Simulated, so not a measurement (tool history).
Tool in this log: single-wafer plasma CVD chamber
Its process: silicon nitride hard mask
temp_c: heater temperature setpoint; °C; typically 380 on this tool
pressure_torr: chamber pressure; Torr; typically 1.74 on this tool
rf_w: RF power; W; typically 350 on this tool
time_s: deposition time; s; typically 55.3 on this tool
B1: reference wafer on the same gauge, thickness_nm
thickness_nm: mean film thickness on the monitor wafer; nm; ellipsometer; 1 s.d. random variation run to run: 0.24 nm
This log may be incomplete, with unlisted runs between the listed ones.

run 1 day=0 | temp_c=391 pressure_torr=1.84 rf_w=350 time_s=55.3 | B1=71.512 | thickness_nm=68.098
run 2 day=3.758 | temp_c=380 pressure_torr=1.74 rf_w=350 time_s=55.3 | B1=71.602 | thickness_nm=67.132
run 3 day=7.775 | temp_c=380 pressure_torr=1.74 rf_w=350 time_s=63.6 | B1=71.539 | thickness_nm=76.455
run 4 day=9.417 | temp_c=380 pressure_torr=1.74 rf_w=350 time_s=63.6 | B1=71.524 | thickness_nm=76.152
run 5 day=12.779 | temp_c=380 pressure_torr=1.74 rf_w=310 time_s=55.3 | B1=71.466 | thickness_nm=59.472
run 6 day=16.267 | temp_c=380 pressure_torr=1.74 rf_w=310 time_s=55.3 | B1=71.424 | thickness_nm=58.885
-- day=17.15 RF generator calibrated
run 7 day=17.921 | temp_c=380 pressure_torr=1.74 rf_w=310 time_s=55.3 | B1=71.639 | thickness_nm=58.936
run 8 day=20.121 | temp_c=380 pressure_torr=1.74 rf_w=350 time_s=58.6 | B1=71.44 | thickness_nm=69.325
run 9 day=23.229 | temp_c=375 pressure_torr=1.42 rf_w=295 time_s=65.6 | B1=71.454 | thickness_nm=58.559
run 10 day=26.375 | temp_c=380 pressure_torr=1.33 rf_w=350 time_s=55.3 | B1=71.6 | thickness_nm=54.333
-- day=28.425 thermocouple changed; heater temperature recalibrated
run 11 day=29.988 | temp_c=380 pressure_torr=1.74 rf_w=350 time_s=58.6 | B1=71.422 | thickness_nm=68.156
-- day=31.383 capacitance manometer re-zeroed and calibrated
-- day=31.608 gauge calibrated
-- day=32.258 showerhead replaced
run 12 day=32.812 | temp_c=380 pressure_torr=1.74 rf_w=285 time_s=46.4 | B1=71.488 | thickness_nm=46.606
run 13 day=35.421 | temp_c=380 pressure_torr=1.74 rf_w=350 time_s=55.3 | B1=71.536 | thickness_nm=66.823
run 14 day=37.029 | temp_c=380 pressure_torr=1.74 rf_w=350 time_s=63.6 | B1=71.501 | thickness_nm=77.114
run 15 day=38.821 | temp_c=392 pressure_torr=2.07 rf_w=350 time_s=59 | B1=71.436 | thickness_nm=76.358
run 16 day=42.804 | temp_c=365 pressure_torr=1.74 rf_w=350 time_s=60.1 | B1=71.517 | thickness_nm=73.133
run 17 day=46.596 | temp_c=392 pressure_torr=1.74 rf_w=330 time_s=55.3 | B1=71.448 | thickness_nm=63.16

Here are 5 independent what-if runs from the current tool condition. What would each one return?
run A day=46.612 | temp_c=380 pressure_torr=1.74 rf_w=350 time_s=55.3 | B1=? | thickness_nm=?
run B day=46.612 | temp_c=390 pressure_torr=2.05 rf_w=350 time_s=52.3 | B1=? | thickness_nm=?
run C day=46.612 | temp_c=380 pressure_torr=1.74 rf_w=330 time_s=63.5 | B1=? | thickness_nm=?
run D day=46.612 | temp_c=368 pressure_torr=1.74 rf_w=295 time_s=65.2 | B1=? | thickness_nm=?
run E day=46.612 | temp_c=380 pressure_torr=1.74 rf_w=405 time_s=44.5 | B1=? | thickness_nm=?

run=A B1=71.545 thickness_nm=67.015
run=B B1=71.545 thickness_nm=67.789
run=C B1=71.545 thickness_nm=73.196
run=D B1=71.545 thickness_nm=68.131
run=E B1=71.545 thickness_nm=60.503
Stripped of hidden state, with their random variation kept, the same runs would have yielded:
run=A thickness_nm=67.461
run=B thickness_nm=68.205
run=C thickness_nm=73.682
run=D thickness_nm=68.584
run=E thickness_nm=60.905
